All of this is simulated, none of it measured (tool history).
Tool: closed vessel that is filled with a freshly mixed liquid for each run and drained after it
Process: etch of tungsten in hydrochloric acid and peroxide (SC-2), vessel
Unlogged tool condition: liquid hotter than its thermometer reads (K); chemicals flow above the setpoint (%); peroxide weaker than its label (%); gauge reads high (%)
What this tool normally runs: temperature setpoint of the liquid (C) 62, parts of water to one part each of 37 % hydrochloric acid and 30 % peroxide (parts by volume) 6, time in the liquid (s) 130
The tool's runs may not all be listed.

| run | day | temperature setpoint of the liquid (C) | parts of water to one part each of 37 % hydrochloric acid and 30 % peroxide (parts by volume) | time in the liquid (s) | wafers since the last listed run | hours since the thermometer was replaced | hours since the chemicals flow meter was replaced | hours since the drum of peroxide was connected | hours since the gauge calibration | read-back film thickness of the tungsten reference wafer, read on the same gauge (nm) | thickness taken off the tungsten on a monitor wafer (angstrom) |
|---|---|---|---|---|---|---|---|---|---|---|---|
| 1 | 0 | 65.5 | 6 | 130 | 0 | 2299.9 | 1947 | 1377.2 | 195.5 | 100 | 699.8 |
| 2 | 0.475 | 65.5 | 6 | 130 | 1054 | 2311.3 | 1958.4 | 1388.6 | 206.9 | 99.98 | 698.6 |
| 3 | 0.946 | 65.5 | 6 | 130 | 1044 | 2322.6 | 1969.7 | 1399.9 | 218.2 | 99.99 | 693.6 |
|  | 1.246 | gauge calibrated |
| 4 | 2.412 | 62 | 4.5 | 130 | 3255 | 2357.8 | 2004.9 | 1435.1 | 28 | 99.99 | 694.2 |
| 5 | 3.088 | 62 | 4.5 | 130 | 1498 | 2374 | 2021.1 | 1451.3 | 44.2 | 100 | 701.5 |
| 6 | 3.612 | 62 | 6 | 130 | 1165 | 2386.6 | 2033.7 | 1463.9 | 56.8 | 100 | 566.9 |
| 7 | 4.142 | 62 | 6 | 130 | 1174 | 2399.3 | 2046.4 | 1476.6 | 69.5 | 99.97 | 568.4 |
| 8 | 4.883 | 62 | 6 | 130 | 1646 | 2417.1 | 2064.2 | 1494.4 | 87.3 | 99.98 | 573.9 |
|  | 5.342 | new drum of peroxide connected |
| 9 | 5.554 | 62 | 6 | 130 | 1396 | 2433.2 | 2080.3 | 5.1 | 103.4 | 99.98 | 572 |
| 10 | 6.246 | 62 | 6 | 130 | 1535 | 2449.8 | 2096.9 | 21.7 | 120 | 99.96 | 571.5 |
| 11 | 6.821 | 62 | 6 | 130 | 1276 | 2463.6 | 2110.7 | 35.5 | 133.8 | 100 | 569.4 |
| 12 | 7.475 | 62 | 5 | 175 | 1451 | 2479.3 | 2126.4 | 51.2 | 149.5 | 99.99 | 877.1 |
| 13 | 8.108 | 62 | 5 | 175 | 1405 | 2494.5 | 2141.6 | 66.4 | 164.7 | 100.02 | 880.7 |
| 14 | 8.596 | 65 | 6 | 75 | 1081 | 2506.2 | 2153.3 | 78.1 | 176.4 | 100.05 | 397.4 |
| 15 | 9.033 | 65.5 | 4 | 130 | 971 | 2516.7 | 2163.8 | 88.6 | 186.9 | 100.07 | 948.4 |
| 16 | 9.354 | 56 | 8.5 | 70 | 712 | 2524.4 | 2171.5 | 96.3 | 194.6 | 100.04 | 162.5 |
| 17 | 9.717 | 62 | 6 | 130 | 804 | 2533.1 | 2180.2 | 105 | 203.3 | 99.97 | 577.7 |
|  | 10.196 | gauge calibrated |
| 18 | 10.242 | 68.5 | 8.5 | 55 | 1165 | 2545.7 | 2192.8 | 117.6 | 1.1 | 100.02 | 274.6 |
|  | 10.321 | thermometer replaced |
| 19 | 10.842 | 62 | 6 | 165 | 1239 | 12.5 | 2207.2 | 132 | 15.5 | 99.99 | 604.3 |
|  | 11.233 | chemicals flow meter replaced |
| 20 | 11.421 | 70 | 7 | 65 | 1192 | 26.4 | 4.5 | 145.9 | 29.4 | 100.04 | 346.1 |
| 21 | 11.708 | 53 | 4 | 195 | 638 | 33.3 | 11.4 | 152.8 | 36.3 | 100.04 | 534.5 |
| 22 | 12.038 | 65 | 4 | 80 | 730 | 41.2 | 19.3 | 160.7 | 44.2 | 99.98 | 469.5 |
| 23 | 12.308 | 62 | 6 | 130 | 601 | 47.7 | 25.8 | 167.2 | 50.7 | 99.97 | 480 |
| 24 | 12.821 | 62 | 5 | 55 | 1137 | 60 | 38.1 | 179.5 | 63 | 100.01 | 230.3 |
| 25 | 13.917 | 71.5 | 7 | 180 | 2432 | 86.3 | 64.4 | 205.8 | 89.3 | 100.02 | 1049.7 |
| 26 | 14.533 | 62 | 6 | 130 | 1368 | 101.1 | 79.2 | 220.6 | 104.1 | 100.03 | 481.2 |

Table of differences, measured result less the result of that run with no hidden state. Run-to-run variation is the same in both. Gauge scatter possibly is not:
| run | thickness taken off the tungsten on a monitor wafer (angstrom) |
|---|---|
| 1 | +110.7 |
| 2 | +110.8 |
| 3 | +110.8 |
| 4 | +114.1 |
| 5 | +116 |
| 6 | +94.3 |
| 7 | +94.8 |
| 8 | +96.3 |
| 9 | +96.5 |
| 10 | +96.8 |
| 11 | +97 |
| 12 | +150.3 |
| 13 | +151.3 |
| 14 | +67.6 |
| 15 | +161.4 |
| 16 | +29.2 |
| 17 | +100.7 |
| 18 | +46.4 |
| 19 | +2.2 |
| 20 | +1.7 |
| 21 | +2.8 |
| 22 | +2.5 |
| 23 | +3 |
| 24 | +1.6 |
| 25 | +8.6 |
| 26 | +4.7 |

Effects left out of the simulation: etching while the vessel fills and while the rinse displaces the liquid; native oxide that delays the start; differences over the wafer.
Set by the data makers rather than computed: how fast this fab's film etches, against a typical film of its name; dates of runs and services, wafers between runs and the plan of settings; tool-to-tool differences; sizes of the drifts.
